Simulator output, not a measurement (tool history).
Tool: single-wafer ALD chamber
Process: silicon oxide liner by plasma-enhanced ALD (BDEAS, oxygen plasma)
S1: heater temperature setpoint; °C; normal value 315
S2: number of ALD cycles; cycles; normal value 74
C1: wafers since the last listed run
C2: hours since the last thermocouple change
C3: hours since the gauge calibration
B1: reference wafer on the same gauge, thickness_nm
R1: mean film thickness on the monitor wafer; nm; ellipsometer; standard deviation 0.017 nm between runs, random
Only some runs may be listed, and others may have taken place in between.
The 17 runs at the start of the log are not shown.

run 18 hour=484.9 | S1=315 S2=74 | C1=201 C2=1213.7 C3=487.7 | B1=6.758 | R1=6.838
run 19 hour=520.0 | S1=315 S2=74 | C1=249 C2=1248.8 C3=522.8 | B1=6.768 | R1=6.844
run 20 hour=545.4 | S1=315 S2=74 | C1=180 C2=1274.2 C3=548.2 | B1=6.781 | R1=6.869
-- hour=558.6 thermocouple changed; heater temperature recalibrated
run 21 hour=571.3 | S1=326 S2=66 | C1=127 C2=12.7 C3=574.1 | B1=6.785 | R1=6.031
run 22 hour=590.9 | S1=315 S2=74 | C1=139 C2=32.3 C3=593.7 | B1=6.784 | R1=6.869
run 23 hour=608.2 | S1=315 S2=84 | C1=122 C2=49.6 C3=611.0 | B1=6.796 | R1=7.783
run 24 hour=625.1 | S1=315 S2=68 | C1=120 C2=66.5 C3=627.9 | B1=6.799 | R1=6.325
run 25 hour=652.5 | S1=322 S2=70 | C1=194 C2=93.9 C3=655.3 | B1=6.808 | R1=6.457
run 26 hour=687.3 | S1=309 S2=64 | C1=247 C2=128.7 C3=690.1 | B1=6.821 | R1=5.999
run 27 hour=721.7 | S1=300 S2=63 | C1=244 C2=163.1 C3=724.5 | B1=6.834 | R1=6.017
-- hour=727.8 gauge calibrated
run 28 hour=734.0 | S1=324 S2=89 | C1=87 C2=175.4 C3=6.2 | B1=6.720 | R1=8.093
run 29 hour=751.5 | S1=315 S2=74 | C1=124 C2=192.9 C3=23.7 | B1=6.724 | R1=6.752
run 30 hour=773.1 | S1=315 S2=74 | C1=153 C2=214.5 C3=45.3 | B1=6.720 | R1=6.801
run 31 hour=798.9 | S1=315 S2=86 | C1=183 C2=240.3 C3=71.1 | B1=6.715 | R1=7.872
run 32 hour=826.4 | S1=321 S2=67 | C1=195 C2=267.8 C3=98.6 | B1=6.720 | R1=6.108
run 33 hour=838.9 | S1=315 S2=74 | C1=88 C2=280.3 C3=111.1 | B1=6.726 | R1=6.811
run 34 hour=924.9 | S1=319 S2=70 | C1=611 C2=366.3 C3=197.1 | B1=6.731 | R1=6.404
run 35 hour=943.1 | S1=328 S2=65 | C1=129 C2=384.5 C3=215.3 | B1=6.732 | R1=5.896
run 36 hour=961.9 | S1=315 S2=74 | C1=133 C2=403.3 C3=234.1 | B1=6.733 | R1=6.809
run 37 hour=976.2 | S1=315 S2=86 | C1=101 C2=417.6 C3=248.4 | B1=6.737 | R1=7.917
run 38 hour=1007.7 | S1=315 S2=74 | C1=223 C2=449.1 C3=279.9 | B1=6.737 | R1=6.839
run 39 hour=1029.5 | S1=305 S2=60 | C1=154 C2=470.9 C3=301.7 | B1=6.740 | R1=5.617
run 40 hour=1059.4 | S1=315 S2=62 | C1=212 C2=500.8 C3=331.6 | B1=6.747 | R1=5.712
run 41 hour=1088.1 | S1=327 S2=78 | C1=203 C2=529.5 C3=360.3 | B1=6.759 | R1=7.076
run 42 hour=1107.7 | S1=305 S2=74 | C1=139 C2=549.1 C3=379.9 | B1=6.766 | R1=6.971

Predict each of these 4 candidate next runs independently; none follows another, all start after run 42:
run A hour=1108.2 | S1=320 S2=74 | C1=3 C2=549.6 C3=380.4 | B1=? | R1=?
run B hour=1108.2 | S1=315 S2=81 | C1=3 C2=549.6 C3=380.4 | B1=? | R1=?
run C hour=1108.2 | S1=322 S2=83 | C1=3 C2=549.6 C3=380.4 | B1=? | R1=?
run D hour=1108.2 | S1=310 S2=86 | C1=3 C2=549.6 C3=380.4 | B1=? | R1=?

run=A B1=6.766 R1=6.775
run=B B1=6.766 R1=7.468
run=C B1=6.766 R1=7.578
run=D B1=6.766 R1=7.984
With no hidden state in the tool, these same runs would have given:
run=A R1=6.738
run=B R1=7.427
run=C R1=7.536
run=D R1=7.940

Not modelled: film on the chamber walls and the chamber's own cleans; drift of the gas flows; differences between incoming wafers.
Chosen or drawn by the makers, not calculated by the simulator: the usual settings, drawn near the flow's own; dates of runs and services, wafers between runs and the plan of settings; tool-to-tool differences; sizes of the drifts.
